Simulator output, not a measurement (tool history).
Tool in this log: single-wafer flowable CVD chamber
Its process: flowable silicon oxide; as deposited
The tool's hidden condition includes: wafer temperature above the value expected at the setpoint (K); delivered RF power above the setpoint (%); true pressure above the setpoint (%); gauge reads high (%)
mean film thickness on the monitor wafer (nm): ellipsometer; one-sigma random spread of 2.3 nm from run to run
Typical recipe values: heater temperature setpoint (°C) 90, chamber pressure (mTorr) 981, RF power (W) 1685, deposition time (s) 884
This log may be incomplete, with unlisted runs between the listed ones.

run	hour	heater temperature setpoint (°C)	chamber pressure (mTorr)	RF power (W)	deposition time (s)	wafers since the last listed run	hours since the last thermocouple change	hours since the last RF generator calibration	hours since the last manometer calibration	hours since the showerhead was replaced	hours since the gauge calibration	read-back reference wafer on the same gauge, thickness_nm	mean film thickness on the monitor wafer (nm)
1	0.0	90	981	1685	884	0	613.6	1421.8	913.2	4690.1	1665.5	804.465	870.976
2	54.4	90	981	1685	884	118	668.0	1476.2	967.6	4744.5	1719.9	805.037	868.627
3	135.7	90	981	1685	884	176	749.3	1557.5	1048.9	4825.8	1801.2	803.152	862.030
4	239.8	90	981	1685	884	226	853.4	1661.6	1153.0	4929.9	1905.3	803.035	864.649
5	285.5	90	981	1685	884	99	899.1	1707.3	1198.7	4975.6	1951.0	804.229	863.981
6	383.3	90	981	1685	884	212	996.9	1805.1	1296.5	5073.4	2048.8	804.325	860.620
7	490.1	90	981	1685	884	232	1103.7	1911.9	1403.3	5180.2	2155.6	804.450	861.189
8	527.0	90	1128	1685	884	80	1140.6	1948.8	1440.2	5217.1	2192.5	803.854	955.742
# hour 573.2: RF generator calibrated
9	589.0	100	1108	1685	884	117	1202.6	15.8	1502.2	5279.1	2254.5	803.486	698.667
# hour 611.7: thermocouple changed; heater temperature recalibrated
# hour 648.1: capacitance manometer re-zeroed and calibrated
10	669.7	90	981	1685	884	140	58.0	96.5	21.6	5359.8	2335.2	804.742	891.705
11	756.8	90	981	1385	884	189	145.1	183.6	108.7	5446.9	2422.3	804.799	831.113
12	815.6	90	770	1430	1038	127	203.9	242.4	167.5	5505.7	2481.1	804.152	821.582
13	911.7	90	981	1875	884	208	300.0	338.5	263.6	5601.8	2577.2	804.153	913.593
14	1016.7	90	919	1685	729	228	405.0	443.5	368.6	5706.8	2682.2	803.517	692.588
# hour 1048.4: gauge calibrated
15	1084.4	78	1071	1685	747	147	472.7	511.2	436.3	5774.5	36.0	802.966	1099.379
16	1178.1	103	1203	1535	798	203	566.4	604.9	530.0	5868.2	129.7	803.697	609.456
17	1325.0	90	981	1685	884	319	713.3	751.8	676.9	6015.1	276.6	803.691	873.821
18	1429.7	90	981	1685	884	227	818.0	856.5	781.6	6119.8	381.3	803.631	869.415
19	1492.1	90	981	1685	949	135	880.4	918.9	844.0	6182.2	443.7	804.376	935.059
20	1531.9	90	778	1860	962	86	920.2	958.7	883.8	6222.0	483.5	803.721	818.789
21	1628.7	98	791	1835	884	210	1017.0	1055.5	980.6	6318.8	580.3	803.488	596.376
22	1688.6	97	853	1850	727	130	1076.9	1115.4	1040.5	6378.7	640.2	804.620	534.030
# hour 1744.5: showerhead replaced
# hour 1841.0: thermocouple changed; heater temperature recalibrated
23	1992.6	90	981	1685	884	625	151.6	1419.4	1344.5	248.1	944.2	804.976	879.787
24	2057.3	78	981	1685	972	140	216.3	1484.1	1409.2	312.8	1008.9	804.198	1327.698
25	2098.5	94	981	1800	884	89	257.5	1525.3	1450.4	354.0	1050.1	804.823	788.253
26	2203.8	101	750	1975	884	228	362.8	1630.6	1555.7	459.3	1155.4	804.405	536.514
# hour 2216.6: capacitance manometer re-zeroed and calibrated
27	2304.7	102	981	1685	1055	201	463.7	1731.5	88.1	560.2	1256.3	803.260	730.810
28	2410.1	90	862	1955	935	229	569.1	1836.9	193.5	665.6	1361.7	803.540	863.811

Branching from run 28: 4 alternative next runs. What would each branch give?
A	2410.7	90	981	1685	884	1	569.7	1837.5	194.1	666.2	1362.3	?	?
B	2410.7	81	863	1530	727	1	569.7	1837.5	194.1	666.2	1362.3	?	?
C	2410.7	77	1133	1840	1013	1	569.7	1837.5	194.1	666.2	1362.3	?	?
D	2410.7	90	1140	1380	884	1	569.7	1837.5	194.1	666.2	1362.3	?	?

run	read-back reference wafer on the same gauge, thickness_nm	mean film thickness on the monitor wafer (nm)
A	804.795	868.755
B	804.795	802.668
C	804.795	1611.719
D	804.795	911.354
Without the tool's unlogged condition, the same runs would have read:
run	mean film thickness on the monitor wafer (nm)
A	882.134
B	813.705
C	1630.369
D	925.388
